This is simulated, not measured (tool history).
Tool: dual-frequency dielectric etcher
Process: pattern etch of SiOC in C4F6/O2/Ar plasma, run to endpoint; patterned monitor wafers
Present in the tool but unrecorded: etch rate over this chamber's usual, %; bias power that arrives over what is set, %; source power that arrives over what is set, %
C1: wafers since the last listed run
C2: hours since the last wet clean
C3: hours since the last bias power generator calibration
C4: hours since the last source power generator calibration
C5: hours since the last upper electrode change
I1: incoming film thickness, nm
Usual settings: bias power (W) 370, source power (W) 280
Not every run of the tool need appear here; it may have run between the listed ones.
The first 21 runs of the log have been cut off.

Run 22, hour 1121.4: usual settings but bias power (W) 295, source power (W) 310; C1 1153; C2 329; C3 375.2; C4 337; C5 496.7; I1 25.62. Result: endpoint time (s) 12.1.
Run 23, hour 1146.5: usual settings but bias power (W) 337, source power (W) 300; C1 406; C2 354.1; C3 400.3; C4 362.1; C5 521.8; I1 25.6. Result: endpoint time (s) 11.5.
Run 24, hour 1192: usual settings but bias power (W) 461, source power (W) 260; C1 737; C2 399.6; C3 445.8; C4 407.6; C5 567.3; I1 25.61. Result: endpoint time (s) 10.5.
Run 25, hour 1230: usual settings but bias power (W) 279, source power (W) 320; C1 615; C2 437.6; C3 483.8; C4 445.6; C5 605.3; I1 25.88. Result: endpoint time (s) 12.3.
Run 26, hour 1277.1: usual settings; C1 763; C2 484.7; C3 530.9; C4 492.7; C5 652.4; I1 25.69. Result: endpoint time (s) 11.3.
At hour 1309.7: wet clean of the chamber.
Run 27, hour 1345: usual settings but bias power (W) 324, source power (W) 210; C1 711; C2 35.3; C3 598.8; C4 560.6; C5 720.3; I1 25.63. Result: endpoint time (s) 15.3.
Run 28, hour 1393.8: usual settings but source power (W) 250; C1 790; C2 84.1; C3 647.6; C4 609.4; C5 769.1; I1 25.61. Result: endpoint time (s) 12.6.
Run 29, hour 1460.6: usual settings; C1 1082; C2 150.9; C3 714.4; C4 676.2; C5 835.9; I1 25.6. Result: endpoint time (s) 11.6.
Run 30, hour 1518.9: usual settings but bias power (W) 456, source power (W) 310; C1 944; C2 209.2; C3 772.7; C4 734.5; C5 894.2; I1 25.72. Result: endpoint time (s) 9.7.
Run 31, hour 1574.1: usual settings but bias power (W) 426, source power (W) 260; C1 894; C2 264.4; C3 827.9; C4 789.7; C5 949.4; I1 25.86. Result: endpoint time (s) 11.2.
Run 32, hour 1608.5: usual settings; C1 557; C2 298.8; C3 862.3; C4 824.1; C5 983.8; I1 25.6. Result: endpoint time (s) 11.4.
Run 33, hour 1661.3: usual settings but bias power (W) 429, source power (W) 310; C1 855; C2 351.6; C3 915.1; C4 876.9; C5 1036.6; I1 25.59. Result: endpoint time (s) 9.9.
Run 34, hour 1686.9: usual settings but bias power (W) 394; C1 414; C2 377.2; C3 940.7; C4 902.5; C5 1062.2; I1 25.7. Result: endpoint time (s) 11.

5 ways to go on from here, each from the tool as it stands after run 34. What would each give?
Run A, hour 1687.3: usual settings but bias power (W) 400; C1 6; C2 377.6; C3 941.1; C4 902.9; C5 1062.6; I1 25.47. Result: endpoint time (s) ?.
Run B, hour 1687.3: usual settings but bias power (W) 426, source power (W) 250; C1 6; C2 377.6; C3 941.1; C4 902.9; C5 1062.6; I1 25.47. Result: endpoint time (s) ?.
Run C, hour 1687.3: usual settings but bias power (W) 402, source power (W) 300; C1 6; C2 377.6; C3 941.1; C4 902.9; C5 1062.6; I1 25.47. Result: endpoint time (s) ?.
Run D, hour 1687.3: usual settings but bias power (W) 451; C1 6; C2 377.6; C3 941.1; C4 902.9; C5 1062.6; I1 25.47. Result: endpoint time (s) ?.
Run E, hour 1687.3: usual settings but source power (W) 230; C1 6; C2 377.6; C3 941.1; C4 902.9; C5 1062.6; I1 25.47. Result: endpoint time (s) ?.

run  endpoint time (s)
  A               10.9
  B               11.3
  C               10.4
  D               10.2
  E               12.8
What these runs would have given with no unlogged condition in the tool:
run  endpoint time (s)
  A               11.3
  B               11.7
  C               10.8
  D               10.6
  E               13.3
